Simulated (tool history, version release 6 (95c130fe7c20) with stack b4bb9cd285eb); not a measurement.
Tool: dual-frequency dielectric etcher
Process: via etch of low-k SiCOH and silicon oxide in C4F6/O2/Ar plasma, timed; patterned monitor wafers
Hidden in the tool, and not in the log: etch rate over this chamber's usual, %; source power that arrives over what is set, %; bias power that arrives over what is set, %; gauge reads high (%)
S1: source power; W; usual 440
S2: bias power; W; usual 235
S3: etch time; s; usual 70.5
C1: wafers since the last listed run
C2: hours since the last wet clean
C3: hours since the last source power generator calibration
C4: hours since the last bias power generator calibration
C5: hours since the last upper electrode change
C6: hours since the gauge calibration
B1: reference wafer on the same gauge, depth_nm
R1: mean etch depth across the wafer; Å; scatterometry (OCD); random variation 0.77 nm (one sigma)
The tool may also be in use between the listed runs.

Run 1, day 0.000: usual settings but S2 199 W; C1 0; C2 508.2; C3 1917.7; C4 3319.5; C5 5501.0; C6 623.4; B1 205.2. Result: R1 1751 Å.
At day 2.775: upper electrode replaced.
Run 2, day 2.796: usual settings; C1 589; C2 575.3; C3 1984.8; C4 3386.6; C5 0.5; C6 690.5; B1 204.8. Result: R1 1819 Å.
At day 3.917: wet clean of the chamber.
Run 3, day 4.008: usual settings; C1 69; C2 2.2; C3 2013.9; C4 3415.7; C5 29.6; C6 719.6; B1 205.0. Result: R1 1834 Å.
Run 4, day 5.912: usual settings; C1 624; C2 47.9; C3 2059.6; C4 3461.4; C5 75.3; C6 765.3; B1 205.3. Result: R1 1843 Å.
Run 5, day 7.621: usual settings but S1 370 W; C1 560; C2 88.9; C3 2100.6; C4 3502.4; C5 116.3; C6 806.3; B1 204.6. Result: R1 1729 Å.
Run 6, day 8.829: usual settings but S1 370 W; C1 396; C2 117.9; C3 2129.6; C4 3531.4; C5 145.3; C6 835.3; B1 205.4. Result: R1 1732 Å.
At day 11.708: bias power generator calibrated.
Run 7, day 11.729: usual settings but S1 370 W; C1 896; C2 187.5; C3 2199.2; C4 0.5; C5 214.9; C6 904.9; B1 204.9. Result: R1 1718 Å.
Run 8, day 12.800: usual settings; C1 351; C2 213.2; C3 2224.9; C4 26.2; C5 240.6; C6 930.6; B1 204.8. Result: R1 1827 Å.
Run 9, day 14.312: usual settings but S2 196 W, S3 75.0 s; C1 496; C2 249.5; C3 2261.2; C4 62.5; C5 276.9; C6 966.9; B1 204.7. Result: R1 1867 Å.
Run 10, day 16.379: usual settings but S1 470 W, S3 89.5 s; C1 677; C2 299.1; C3 2310.8; C4 112.1; C5 326.5; C6 1016.5; B1 204.9. Result: R1 2373 Å.
Run 11, day 18.538: usual settings; C1 707; C2 350.9; C3 2362.6; C4 163.9; C5 378.3; C6 1068.3; B1 205.0. Result: R1 1838 Å.
Run 12, day 20.000: usual settings but S1 490 W, S2 288 W, S3 83.5 s; C1 479; C2 386.0; C3 2397.7; C4 199.0; C5 413.4; C6 1103.4; B1 205.5. Result: R1 2384 Å.
Run 13, day 21.146: usual settings but S1 540 W, S2 265 W, S3 79.5 s; C1 375; C2 413.5; C3 2425.2; C4 226.5; C5 440.9; C6 1130.9; B1 205.0. Result: R1 2298 Å.
Run 14, day 23.833: usual settings but S1 360 W, S2 214 W; C1 881; C2 478.0; C3 2489.7; C4 291.0; C5 505.4; C6 1195.4; B1 205.1. Result: R1 1666 Å.
Run 15, day 25.017: usual settings but S3 81.0 s; C1 388; C2 506.4; C3 2518.1; C4 319.4; C5 533.8; C6 1223.8; B1 205.2. Result: R1 2111 Å.
At day 27.592: wet clean of the chamber.
Run 16, day 27.621: usual settings but S3 60.0 s; C1 526; C2 0.7; C3 2580.6; C4 381.9; C5 596.3; C6 1286.3; B1 204.9. Result: R1 1561 Å.
Run 17, day 29.788: usual settings but S1 340 W, S2 254 W, S3 55.0 s; C1 710; C2 52.7; C3 2632.6; C4 433.9; C5 648.3; C6 1338.3; B1 204.8. Result: R1 1348 Å.
At day 30.675: source power generator calibrated.
Run 18, day 31.621: usual settings; C1 546; C2 96.7; C3 22.7; C4 477.9; C5 692.3; C6 1382.3; B1 204.6. Result: R1 1836 Å.
Run 19, day 33.712: usual settings but S1 370 W; C1 686; C2 146.9; C3 72.9; C4 528.1; C5 742.5; C6 1432.5; B1 204.8. Result: R1 1740 Å.
Run 20, day 35.454: usual settings; C1 571; C2 188.7; C3 114.7; C4 569.9; C5 784.3; C6 1474.3; B1 205.2. Result: R1 1836 Å.
Run 21, day 38.100: usual settings but S1 410 W, S2 289 W, S3 87.0 s; C1 867; C2 252.2; C3 178.2; C4 633.4; C5 847.8; C6 1537.8; B1 205.5. Result: R1 2331 Å.
At day 39.167: gauge calibrated.
Run 22, day 44.392: usual settings but S3 55.5 s; C1 2063; C2 403.2; C3 329.2; C4 784.4; C5 998.8; C6 125.4; B1 205.1. Result: R1 1444 Å.
Run 23, day 45.988: usual settings but S3 59.0 s; C1 523; C2 441.5; C3 367.5; C4 822.7; C5 1037.1; C6 163.7; B1 205.1. Result: R1 1535 Å.
Run 24, day 48.108: usual settings but S1 470 W, S2 195 W, S3 54.0 s; C1 695; C2 492.4; C3 418.4; C4 873.6; C5 1088.0; C6 214.6; B1 204.8. Result: R1 1351 Å.
At day 49.812: wet clean of the chamber.
Run 25, day 50.283: usual settings but S1 380 W, S2 288 W; C1 385; C2 11.3; C3 470.6; C4 925.8; C5 1140.2; C6 266.8; B1 205.2. Result: R1 1837 Å.
Run 26, day 51.750: usual settings; C1 481; C2 46.5; C3 505.8; C4 961.0; C5 1175.4; C6 302.0; B1 204.8. Result: R1 1818 Å.
Run 27, day 53.479: usual settings but S1 330 W, S2 180 W; C1 567; C2 88.0; C3 547.3; C4 1002.5; C5 1216.9; C6 343.5; B1 205.0. Result: R1 1554 Å.
Run 28, day 54.608: usual settings; C1 370; C2 115.1; C3 574.4; C4 1029.6; C5 1244.0; C6 370.6; B1 204.7. Result: R1 1822 Å.
Run 29, day 55.975: usual settings; C1 448; C2 147.9; C3 607.2; C4 1062.4; C5 1276.8; C6 403.4; B1 204.8. Result: R1 1837 Å.
Run 30, day 57.375: usual settings; C1 459; C2 181.5; C3 640.8; C4 1096.0; C5 1310.4; C6 437.0; B1 205.3. Result: R1 1824 Å.

What the log doesn't show, run by run:
etch rate over this chamber's usual, %: 0 in every run
source power that arrives over what is set, %: 0 in every run
bias power that arrives over what is set, %: 0 in every run
gauge reads high (%): 0 in every run

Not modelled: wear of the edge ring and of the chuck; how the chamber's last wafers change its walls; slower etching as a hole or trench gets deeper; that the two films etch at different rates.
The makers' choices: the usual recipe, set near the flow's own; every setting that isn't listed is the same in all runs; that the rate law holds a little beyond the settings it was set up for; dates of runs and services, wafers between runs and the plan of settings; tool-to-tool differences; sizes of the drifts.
